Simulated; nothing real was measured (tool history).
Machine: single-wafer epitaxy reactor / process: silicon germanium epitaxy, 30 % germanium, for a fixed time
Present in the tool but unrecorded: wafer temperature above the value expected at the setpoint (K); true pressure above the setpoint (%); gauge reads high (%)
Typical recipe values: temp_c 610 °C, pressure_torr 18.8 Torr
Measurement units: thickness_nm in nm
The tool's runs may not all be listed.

run     day  temp_c  pressure_torr  wafers since the last listed run  hours since the last pyrometer calibration  hours since the last manometer calibration  hours since the showerhead was replaced  hours since the gauge calibration  read-back reference wafer on the same gauge, thickness_nm  thickness_nm
  1   0.000     615           16.4                                 0                                      1068.8                                      2072.0                                   4923.3                              923.9                                                     77.259        74.574
  2   1.454     610           18.8                               524                                      1103.7                                      2106.9                                   4958.2                              958.8                                                     77.279        73.783
  3   2.408     610           18.8                               344                                      1126.6                                      2129.8                                   4981.1                              981.7                                                     77.324        73.262
  4   3.175     610           18.8                               276                                      1145.0                                      2148.2                                   4999.5                             1000.1                                                     77.315        74.089
  5   3.988     610           18.8                               292                                      1164.5                                      2167.7                                   5019.0                             1019.6                                                     77.264        73.461
  6   5.233     610           18.8                               449                                      1194.4                                      2197.6                                   5048.9                             1049.5                                                     77.295        73.695
  7   6.579     610           18.8                               485                                      1226.7                                      2229.9                                   5081.2                             1081.8                                                     77.279        73.645
  8   7.392     610           18.8                               292                                      1246.2                                      2249.4                                   5100.7                             1101.3                                                     77.284        73.434
      7.917  -- pyrometer calibrated
  9   8.308     610           18.8                               210                                         9.4                                      2271.4                                   5122.7                             1123.3                                                     77.327        73.721
      9.267  -- showerhead replaced
 10   9.758     610           20.5                               402                                        44.2                                      2306.2                                     11.8                             1158.1                                                     77.294        76.580
     10.246  -- gauge calibrated
 11  10.400     610           18.8                               231                                        59.6                                      2321.6                                     27.2                                3.7                                                     77.352        73.381
 12  11.238     610           18.8                               301                                        79.7                                      2341.7                                     47.3                               23.8                                                     77.307        73.699
 13  12.346     610           18.8                               399                                       106.3                                      2368.3                                     73.9                               50.4                                                     77.340        73.525
 14  13.188     610           18.8                               303                                       126.5                                      2388.5                                     94.1                               70.6                                                     77.306        73.398
 15  14.646     610           18.8                               525                                       161.5                                      2423.5                                    129.1                              105.6                                                     77.268        73.426
 16  15.488     604           18.8                               303                                       181.7                                      2443.7                                    149.3                              125.8                                                     77.273        66.786
 17  16.229     610           16.3                               267                                       199.5                                      2461.5                                    167.1                              143.6                                                     77.333        68.558
 18  17.650     604           21.9                               512                                       233.6                                      2495.6                                    201.2                              177.7                                                     77.291        71.769
 19  18.767     615           22.2                               402                                       260.4                                      2522.4                                    228.0                              204.5                                                     77.275        86.034
 20  19.292     605           22.6                               189                                       273.0                                      2535.0                                    240.6                              217.1                                                     77.261        74.127
 21  20.258     610           21.0                               348                                       296.2                                      2558.2                                    263.8                              240.3                                                     77.295        77.413
     21.862  -- capacitance manometer re-zeroed and calibrated
 22  21.883     610           18.8                               465                                       335.2                                         0.5                                    302.8                              279.3                                                     77.300        73.390
 23  22.967     618           23.5                               390                                       361.2                                        26.5                                    328.8                              305.3                                                     77.307        92.714
 24  24.338     615           23.5                               494                                       394.1                                        59.4                                    361.7                              338.2                                                     77.306        88.270
 25  24.883     610           17.5                               196                                       407.2                                        72.5                                    374.8                              351.3                                                     77.263        70.968
 26  25.829     610           18.8                               341                                       429.9                                        95.2                                    397.5                              374.0                                                     77.344        73.894
 27  26.692     623           21.6                               311                                       450.6                                       115.9                                    418.2                              394.7                                                     77.295        95.783
 28  27.671     604           14.2                               353                                       474.1                                       139.4                                    441.7                              418.2                                                     77.295        58.236
 29  28.233     619           22.8                               202                                       487.6                                       152.9                                    455.2                              431.7                                                     77.328        92.894
 30  29.646     610           18.8                               509                                       521.5                                       186.8                                    489.1                              465.6                                                     77.277        73.640
 31  30.371     622           14.7                               261                                       538.9                                       204.2                                    506.5                              483.0                                                     77.315        78.583
 32  31.812     620           17.2                               519                                       573.5                                       238.8                                    541.1                              517.6                                                     77.281        82.360
 33  32.812     604           15.2                               360                                       597.5                                       262.8                                    565.1                              541.6                                                     77.325        60.156
 34  33.721     624           23.3                               327                                       619.3                                       284.6                                    586.9                              563.4                                                     77.299       101.201

Across each entry between runs, compare the hidden state at the last listed run before it with the hidden state at the first listed run after it:
In the gap between runs 8 and 9: pyrometer calibrated (day 7.917)
  the hidden state is the same at both runs
In the gap between runs 9 and 10: showerhead replaced (day 9.267)
  the hidden state is the same at both runs
In the gap between runs 10 and 11: gauge calibrated (day 10.246)
  the hidden state is the same at both runs
In the gap between runs 21 and 22: capacitance manometer re-zeroed and calibrated (day 21.862)
  the hidden state is the same at both runs
